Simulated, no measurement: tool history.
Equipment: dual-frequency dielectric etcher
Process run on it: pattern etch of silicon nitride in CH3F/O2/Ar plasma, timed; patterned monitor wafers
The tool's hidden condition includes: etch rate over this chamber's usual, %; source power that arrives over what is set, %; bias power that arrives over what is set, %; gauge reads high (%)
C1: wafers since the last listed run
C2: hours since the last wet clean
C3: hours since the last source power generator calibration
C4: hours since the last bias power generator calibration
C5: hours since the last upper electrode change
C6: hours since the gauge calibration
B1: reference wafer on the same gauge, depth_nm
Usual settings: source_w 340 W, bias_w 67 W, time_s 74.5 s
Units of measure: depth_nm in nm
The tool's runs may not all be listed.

Run 1, hour 0.0: usual settings but source_w 390 W; C1 0; C2 268.2; C3 3581.4; C4 2406.6; C5 3104.4; C6 113.8; B1 46.26. Result: depth_nm 53.05 nm.
Run 2, hour 25.3: usual settings but source_w 390 W; C1 282; C2 293.5; C3 3606.7; C4 2431.9; C5 3129.7; C6 139.1; B1 46.15. Result: depth_nm 52.85 nm.
Run 3, hour 59.5: usual settings but source_w 390 W; C1 382; C2 327.7; C3 3640.9; C4 2466.1; C5 3163.9; C6 173.3; B1 46.21. Result: depth_nm 53.39 nm.
Run 4, hour 95.0: usual settings but source_w 370 W; C1 396; C2 363.2; C3 3676.4; C4 2501.6; C5 3199.4; C6 208.8; B1 46.37. Result: depth_nm 52.48 nm.
Run 5, hour 118.2: usual settings but source_w 400 W; C1 259; C2 386.4; C3 3699.6; C4 2524.8; C5 3222.6; C6 232.0; B1 46.25. Result: depth_nm 54.43 nm.
Run 6, hour 142.6: usual settings but source_w 400 W; C1 272; C2 410.8; C3 3724.0; C4 2549.2; C5 3247.0; C6 256.4; B1 46.29. Result: depth_nm 54.13 nm.
Run 7, hour 175.9: usual settings; C1 372; C2 444.1; C3 3757.3; C4 2582.5; C5 3280.3; C6 289.7; B1 46.22. Result: depth_nm 51.87 nm.
At hour 207.5: source power generator calibrated.
Run 8, hour 208.0: usual settings but source_w 370 W, time_s 81.0 s; C1 314; C2 476.2; C3 0.5; C4 2614.6; C5 3312.4; C6 321.8; B1 46.12. Result: depth_nm 58.20 nm.
Run 9, hour 219.2: usual settings but source_w 370 W, time_s 81.0 s; C1 125; C2 487.4; C3 11.7; C4 2625.8; C5 3323.6; C6 333.0; B1 46.16. Result: depth_nm 57.63 nm.
Run 10, hour 238.4: usual settings but time_s 92.5 s; C1 214; C2 506.6; C3 30.9; C4 2645.0; C5 3342.8; C6 352.2; B1 46.15. Result: depth_nm 64.77 nm.
At hour 249.7: bias power generator calibrated.
Run 11, hour 251.2: usual settings but source_w 400 W; C1 98; C2 519.4; C3 43.7; C4 1.5; C5 3355.6; C6 365.0; B1 46.19. Result: depth_nm 54.95 nm.
At hour 292.0: wet clean of the chamber.
At hour 307.0: upper electrode replaced, of another model than before.
Run 12, hour 307.5: usual settings but source_w 270 W, bias_w 73 W; C1 194; C2 15.5; C3 100.0; C4 57.8; C5 0.5; C6 421.3; B1 46.28. Result: depth_nm 48.97 nm.
Run 13, hour 307.8: usual settings but bias_w 62 W, time_s 94.5 s; C1 3; C2 15.8; C3 100.3; C4 58.1; C5 0.8; C6 421.6; B1 46.05. Result: depth_nm 59.41 nm.
Run 14, hour 317.9: usual settings but source_w 320 W, bias_w 82 W, time_s 54.5 s; C1 112; C2 25.9; C3 110.4; C4 68.2; C5 10.9; C6 431.7; B1 46.11. Result: depth_nm 39.46 nm.
At hour 334.8: gauge calibrated.
Run 15, hour 342.8: usual settings but bias_w 83 W, time_s 56.0 s; C1 278; C2 50.8; C3 135.3; C4 93.1; C5 35.8; C6 8.0; B1 46.17. Result: depth_nm 41.21 nm.
Run 16, hour 355.5: usual settings but source_w 360 W, bias_w 59 W; C1 141; C2 63.5; C3 148.0; C4 105.8; C5 48.5; C6 20.7; B1 46.20. Result: depth_nm 46.38 nm.
Run 17, hour 383.2: usual settings but bias_w 78 W; C1 309; C2 91.2; C3 175.7; C4 133.5; C5 76.2; C6 48.4; B1 46.29. Result: depth_nm 53.14 nm.
Run 18, hour 419.0: usual settings but source_w 400 W; C1 400; C2 127.0; C3 211.5; C4 169.3; C5 112.0; C6 84.2; B1 46.18. Result: depth_nm 51.13 nm.
Run 19, hour 435.9: usual settings but bias_w 60 W; C1 188; C2 143.9; C3 228.4; C4 186.2; C5 128.9; C6 101.1; B1 46.18. Result: depth_nm 46.25 nm.
Run 20, hour 451.9: usual settings; C1 178; C2 159.9; C3 244.4; C4 202.2; C5 144.9; C6 117.1; B1 46.37. Result: depth_nm 49.57 nm.

Had the tool no unlogged condition, and each run kept its random variation, what would the results have been?
run  depth_nm
  1     51.56
  2     51.22
  3     51.57
  4     50.51
  5     52.26
  6     51.84
  7     49.51
  8     55.37
  9     54.76
 10     61.44
 11     52.05
 12     49.43
 13     59.96
 14     39.79
 15     41.44
 16     46.58
 17     53.21
 18     51.01
 19     46.06
 20     49.28
